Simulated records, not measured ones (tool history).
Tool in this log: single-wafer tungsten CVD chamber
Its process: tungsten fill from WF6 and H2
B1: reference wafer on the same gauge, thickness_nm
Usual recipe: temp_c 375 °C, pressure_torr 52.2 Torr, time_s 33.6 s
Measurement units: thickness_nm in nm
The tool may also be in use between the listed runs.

{"run": 1, "day": 0.0, "temp_c": 375, "pressure_torr": 52.2, "time_s": 33.6, "B1": 79.041, "thickness_nm": 83.417}
{"run": 2, "day": 1.021, "temp_c": 368, "pressure_torr": 52.2, "time_s": 33.6, "B1": 78.96, "thickness_nm": 72.71}
{"run": 3, "day": 1.896, "temp_c": 368, "pressure_torr": 52.2, "time_s": 33.6, "B1": 79.074, "thickness_nm": 72.962}
{"run": 4, "day": 2.492, "temp_c": 368, "pressure_torr": 52.2, "time_s": 33.6, "B1": 78.864, "thickness_nm": 73.172}
{"run": 5, "day": 3.946, "temp_c": 375, "pressure_torr": 46.7, "time_s": 33.6, "B1": 79.096, "thickness_nm": 78.221}
{"run": 6, "day": 4.871, "temp_c": 375, "pressure_torr": 52.2, "time_s": 33.6, "B1": 79.248, "thickness_nm": 83.51}
{"run": 7, "day": 5.912, "temp_c": 379, "pressure_torr": 52.2, "time_s": 33.6, "B1": 79.054, "thickness_nm": 89.83}
{"run": 8, "day": 6.754, "temp_c": 375, "pressure_torr": 52.2, "time_s": 33.6, "B1": 79.174, "thickness_nm": 83.241}
{"run": 9, "day": 8.129, "temp_c": 375, "pressure_torr": 52.2, "time_s": 33.6, "B1": 79.016, "thickness_nm": 83.059}
{"run": 10, "day": 8.875, "temp_c": 375, "pressure_torr": 52.2, "time_s": 33.6, "B1": 79.221, "thickness_nm": 83.452}
{"run": 11, "day": 10.254, "temp_c": 375, "pressure_torr": 48.2, "time_s": 33.6, "B1": 79.219, "thickness_nm": 80.178}
{"day": 11.325, "done": "capacitance manometer re-zeroed and calibrated"}
{"run": 12, "day": 11.346, "temp_c": 375, "pressure_torr": 42.8, "time_s": 33.6, "B1": 79.181, "thickness_nm": 74.773}
{"day": 12.933, "done": "thermocouple changed; heater temperature recalibrated"}
{"run": 13, "day": 13.933, "temp_c": 375, "pressure_torr": 42.8, "time_s": 33.6, "B1": 79.062, "thickness_nm": 74.871}
{"run": 14, "day": 14.562, "temp_c": 375, "pressure_torr": 52.2, "time_s": 31.9, "B1": 79.323, "thickness_nm": 78.92}
{"run": 15, "day": 15.683, "temp_c": 375, "pressure_torr": 56.9, "time_s": 40.2, "B1": 79.215, "thickness_nm": 103.553}
{"day": 16.588, "done": "gauge calibrated"}
{"run": 16, "day": 17.075, "temp_c": 383, "pressure_torr": 41.4, "time_s": 29.2, "B1": 77.093, "thickness_nm": 71.487}
{"run": 17, "day": 17.892, "temp_c": 383, "pressure_torr": 41.4, "time_s": 29.2, "B1": 77.292, "thickness_nm": 71.79}
{"day": 19.233, "done": "showerhead replaced"}
{"run": 18, "day": 19.317, "temp_c": 368, "pressure_torr": 52.2, "time_s": 33.6, "B1": 77.593, "thickness_nm": 71.315}
{"run": 19, "day": 20.208, "temp_c": 386, "pressure_torr": 52.2, "time_s": 33.6, "B1": 77.743, "thickness_nm": 99.146}
{"run": 20, "day": 21.375, "temp_c": 388, "pressure_torr": 45, "time_s": 28, "B1": 77.685, "thickness_nm": 78.861}
{"run": 21, "day": 22.854, "temp_c": 360, "pressure_torr": 52.2, "time_s": 30.4, "B1": 78.056, "thickness_nm": 55.833}
{"run": 22, "day": 23.608, "temp_c": 384, "pressure_torr": 42.2, "time_s": 35.9, "B1": 78.106, "thickness_nm": 91.358}
{"run": 23, "day": 25.129, "temp_c": 367, "pressure_torr": 52.2, "time_s": 33.6, "B1": 78.155, "thickness_nm": 70.716}
{"run": 24, "day": 26.212, "temp_c": 382, "pressure_torr": 59.7, "time_s": 38.5, "B1": 78.406, "thickness_nm": 115.556}
{"run": 25, "day": 27.458, "temp_c": 375, "pressure_torr": 52.2, "time_s": 33.6, "B1": 78.158, "thickness_nm": 82.439}
{"run": 26, "day": 28.175, "temp_c": 375, "pressure_torr": 52.2, "time_s": 33.6, "B1": 78.584, "thickness_nm": 82.783}
{"run": 27, "day": 29.1, "temp_c": 375, "pressure_torr": 52.2, "time_s": 33.6, "B1": 78.571, "thickness_nm": 81.91}
{"run": 28, "day": 29.979, "temp_c": 387, "pressure_torr": 64.3, "time_s": 27.6, "B1": 78.513, "thickness_nm": 93.02}
{"run": 29, "day": 30.846, "temp_c": 375, "pressure_torr": 52.2, "time_s": 30.8, "B1": 78.565, "thickness_nm": 75.846}
{"run": 30, "day": 32.021, "temp_c": 382, "pressure_torr": 52.2, "time_s": 33.6, "B1": 78.584, "thickness_nm": 94.293}
{"run": 31, "day": 33.112, "temp_c": 375, "pressure_torr": 52.2, "time_s": 33.6, "B1": 78.931, "thickness_nm": 83.384}
{"run": 32, "day": 34.554, "temp_c": 389, "pressure_torr": 61.3, "time_s": 39.6, "B1": 78.839, "thickness_nm": 135.436}
{"run": 33, "day": 35.079, "temp_c": 375, "pressure_torr": 52.2, "time_s": 33.6, "B1": 78.97, "thickness_nm": 82.807}

Predict each of these 5 candidate next runs independently; none follows another, all start after run 33:
{"run": "A", "day": 35.096, "temp_c": 375, "pressure_torr": 63.3, "time_s": 33.6, "B1": "?", "thickness_nm": "?"}
{"run": "B", "day": 35.096, "temp_c": 386, "pressure_torr": 45.7, "time_s": 39.4, "B1": "?", "thickness_nm": "?"}
{"run": "C", "day": 35.096, "temp_c": 363, "pressure_torr": 52.2, "time_s": 33.6, "B1": "?", "thickness_nm": "?"}
{"run": "D", "day": 35.096, "temp_c": 379, "pressure_torr": 52.2, "time_s": 38.9, "B1": "?", "thickness_nm": "?"}
{"run": "E", "day": 35.096, "temp_c": 375, "pressure_torr": 52.2, "time_s": 27.7, "B1": "?", "thickness_nm": "?"}

run=A B1=78.66 thickness_nm=90.604
run=B B1=78.66 thickness_nm=109.211
run=C B1=78.66 thickness_nm=65.664
run=D B1=78.66 thickness_nm=102.315
run=E B1=78.66 thickness_nm=67.671
What these runs would have given with no unlogged condition in the tool:
run=A thickness_nm=88.676
run=B thickness_nm=106.887
run=C thickness_nm=64.266
run=D thickness_nm=100.138
run=E thickness_nm=66.231

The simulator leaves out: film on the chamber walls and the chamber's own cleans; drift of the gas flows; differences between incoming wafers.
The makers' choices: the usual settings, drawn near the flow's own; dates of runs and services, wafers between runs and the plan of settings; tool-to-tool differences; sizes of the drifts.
